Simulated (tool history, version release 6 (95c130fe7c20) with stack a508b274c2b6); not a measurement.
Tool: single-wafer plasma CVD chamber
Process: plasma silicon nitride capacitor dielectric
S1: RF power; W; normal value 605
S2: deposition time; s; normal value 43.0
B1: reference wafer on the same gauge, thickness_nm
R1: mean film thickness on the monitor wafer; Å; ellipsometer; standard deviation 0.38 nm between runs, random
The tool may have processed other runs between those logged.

run    hour   S1    S2      B1      R1
  1     0.0  605  40.1  61.270  656.70
  2    43.5  605  40.1  61.204  656.78
  3    87.5  605  40.1  61.110  654.74
  4   126.4  520  43.0  61.011  674.40
  5   279.5  520  43.0  60.914  666.39
  6   344.9  660  43.0  60.854  719.86
  7   414.2  605  43.0  60.729  701.20
  8   448.2  605  43.0  60.626  699.93
  9   496.8  605  43.0  60.503  698.80
 10   530.9  605  43.0  60.499  688.72
 11   589.0  605  43.0  60.552  691.95
 12   783.6  605  43.0  60.158  691.84
      813.6  -- showerhead replaced
 13   854.8  580  43.0  60.109  678.69
 14   884.7  580  43.0  60.126  691.38
 15   913.0  605  43.0  60.023  690.06
 16   966.5  605  43.0  59.951  695.37
 17  1017.8  605  43.0  59.932  696.77
     1031.0  -- gauge calibrated
 18  1050.6  605  43.0  63.644  732.13
 19  1096.3  605  43.0  63.639  731.32
 20  1165.2  605  43.0  63.588  734.89
 21  1192.1  605  43.0  63.518  734.25
 22  1230.1  605  47.1  63.517  795.74
 23  1294.5  655  47.9  63.415  833.49
 24  1321.5  690  50.3  63.296  899.82
 25  1363.1  495  39.0  63.264  618.49
 26  1433.5  645  43.0  63.274  747.81
     1618.8  -- RF generator calibrated
 27  1619.3  510  35.3  62.939  567.90
 28  1682.2  680  43.0  62.894  753.62
 29  1712.0  605  43.0  62.833  728.82
 30  1772.4  700  43.0  62.739  745.59
 31  1814.6  605  45.2  62.674  766.17
 32  1862.6  605  46.3  62.680  782.09
 33  1902.5  550  43.0  62.564  695.90
 34  1928.7  605  43.0  62.565  717.61
 35  1978.9  520  40.4  62.540  651.30
 36  2012.7  605  46.6  62.394  780.22
 37  2042.6  605  43.0  62.397  720.30
 38  2206.4  605  45.7  62.160  767.73
 39  2257.0  670  34.6  62.208  595.24
 40  2327.6  495  45.7  62.082  712.00
 41  2353.1  545  47.1  62.020  759.27
 42  2384.2  655  47.9  61.926  817.15
 43  2527.7  605  43.0  61.861  715.13
 44  2566.8  605  43.0  61.746  717.44

Results for each run, recomputed without the tool's hidden state and with each run's random variation untouched:
Hidden conditions of the tool in this case: delivered RF power above the setpoint (%); gauge reads high (%).
run      R1
  1  680.93
  2  681.63
  3  680.16
  4  701.16
  5  695.10
  6  751.92
  7  733.51
  8  732.72
  9  732.29
 10  722.25
 11  726.55
 12  729.49
 13  716.72
 14  730.60
 15  729.65
 16  736.11
 17  738.41
 18  729.81
 19  729.68
 20  734.28
 21  734.04
 22  796.13
 23  835.00
 24  901.95
 25  620.48
 26  751.30
 27  572.73
 28  761.03
 29  736.43
 30  754.32
 31  775.82
 32  792.73
 33  705.95
 34  728.37
 35  661.76
 36  793.30
 37  732.83
 38  783.75
 39  608.31
 40  728.71
 41  777.50
 42  837.32
 43  734.98
 44  737.97
